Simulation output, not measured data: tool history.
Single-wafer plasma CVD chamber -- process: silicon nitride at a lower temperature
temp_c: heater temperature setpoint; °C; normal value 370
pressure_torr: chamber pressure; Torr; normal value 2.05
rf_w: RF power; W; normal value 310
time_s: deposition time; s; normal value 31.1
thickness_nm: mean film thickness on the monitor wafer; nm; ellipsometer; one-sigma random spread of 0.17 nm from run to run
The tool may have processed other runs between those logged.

run   hour  temp_c  pressure_torr  rf_w  time_s  wafers since the last listed run  hours since the last thermocouple change  hours since the last RF generator calibration  hours since the last manometer calibration  hours since the showerhead was replaced  hours since the gauge calibration  read-back reference wafer on the same gauge, thickness_nm  thickness_nm
  1    0.0     370           2.05   310    31.1                                 0                                    1650.9                                         1522.9                                       706.4                                   6730.4                              328.3                                                     41.192        36.530
  2   35.9     370           2.05   310    31.1                               541                                    1686.8                                         1558.8                                       742.3                                   6766.3                              364.2                                                     41.206        36.410
  3   68.6     370           2.05   325    31.1                               493                                    1719.5                                         1591.5                                       775.0                                   6799.0                              396.9                                                     41.189        37.641
  4  107.8     370           2.05   325    31.1                               591                                    1758.7                                         1630.7                                       814.2                                   6838.2                              436.1                                                     41.191        37.338
  5  138.1     370           2.05   325    31.1                               457                                    1789.0                                         1661.0                                       844.5                                   6868.5                              466.4                                                     41.185        37.386
     156.4  -- gauge calibrated
  6  169.9     373           2.05   340    31.1                               479                                    1820.8                                         1692.8                                       876.3                                   6900.3                               13.5                                                     41.157        38.634
  7  200.2     373           2.05   340    31.1                               457                                    1851.1                                         1723.1                                       906.6                                   6930.6                               43.8                                                     41.210        38.617
  8  233.6     370           2.05   310    31.1                               503                                    1884.5                                         1756.5                                       940.0                                   6964.0                               77.2                                                     41.196        36.436
  9  297.5     370           2.36   310    31.1                               964                                    1948.4                                         1820.4                                      1003.9                                   7027.9                              141.1                                                     41.222        38.392
 10  325.1     370           2.36   310    31.1                               416                                    1976.0                                         1848.0                                      1031.5                                   7055.5                              168.7                                                     41.230        37.799
 11  395.1     370           2.36   310    31.1                              1056                                    2046.0                                         1918.0                                      1101.5                                   7125.5                              238.7                                                     41.272        37.944
 12  424.8     370           2.05   310    31.1                               448                                    2075.7                                         1947.7                                      1131.2                                   7155.2                              268.4                                                     41.166        35.927
 13  471.8     370           2.05   310    31.1                               709                                    2122.7                                         1994.7                                      1178.2                                   7202.2                              315.4                                                     41.255        36.156
     510.0  -- thermocouple changed; heater temperature recalibrated
 14  587.0     383           2.05   310    25.3                              1617                                      77.0                                         2109.9                                      1293.4                                   7317.4                              430.6                                                     41.213        29.237
 15  619.7     370           2.05   310    31.1                               493                                     109.7                                         2142.6                                      1326.1                                   7350.1                              463.3                                                     41.175        35.758
     635.2  -- showerhead replaced
 16  661.7     379           2.05   310    31.1                               512                                     151.7                                         2184.6                                      1368.1                                     26.5                              505.3                                                     41.223        35.779
     681.5  -- gauge calibrated
 17  712.0     364           2.05   310    33.8                               758                                     202.0                                         2234.9                                      1418.4                                     76.8                               30.5                                                     41.196        38.679
     754.2  -- RF generator calibrated
     768.8  -- capacitance manometer re-zeroed and calibrated
 18  772.3     370           2.05   310    29.5                               668                                     262.3                                           18.1                                         3.5                                    137.1                               90.8                                                     41.216        34.788
 19  808.3     370           2.05   250    27.8                               543                                     298.3                                           54.1                                        39.5                                    173.1                              126.8                                                     41.247        28.317
 20  856.5     370           1.61   310    29.2                               727                                     346.5                                          102.3                                        87.7                                    221.3                              175.0                                                     41.185        31.461
 21  924.7     358           2.05   335    31.1                              1028                                     414.7                                          170.5                                       155.9                                    289.5                              243.2                                                     41.169        38.574
 22  969.6     370           2.05   330    35.5                               677                                     459.6                                          215.4                                       200.8                                    334.4                              288.1                                                     41.215        43.647

Branching from run 22: 5 alternative next runs. What would each branch give?
  A  970.0     370           2.05   310    31.1                                 6                                     460.0                                          215.8                                       201.2                                    334.8                              288.5                                                          ?             ?
  B  970.0     384           2.05   255    31.1                                 6                                     460.0                                          215.8                                       201.2                                    334.8                              288.5                                                          ?             ?
  C  970.0     370           2.39   310    31.1                                 6                                     460.0                                          215.8                                       201.2                                    334.8                              288.5                                                          ?             ?
  D  970.0     361           2.33   325    31.1                                 6                                     460.0                                          215.8                                       201.2                                    334.8                              288.5                                                          ?             ?
  E  970.0     363           2.39   345    31.1                                 6                                     460.0                                          215.8                                       201.2                                    334.8                              288.5                                                          ?             ?

run  read-back reference wafer on the same gauge, thickness_nm  thickness_nm
  A                                                     41.202        36.805
  B                                                     41.202        32.039
  C                                                     41.202        38.655
  D                                                     41.202        39.724
  E                                                     41.202        41.541
The same runs, with their run-to-run variation unchanged, on a tool lacking any hidden condition would have given:
run  thickness_nm
  A        36.854
  B        32.081
  C        38.699
  D        39.769
  E        41.588
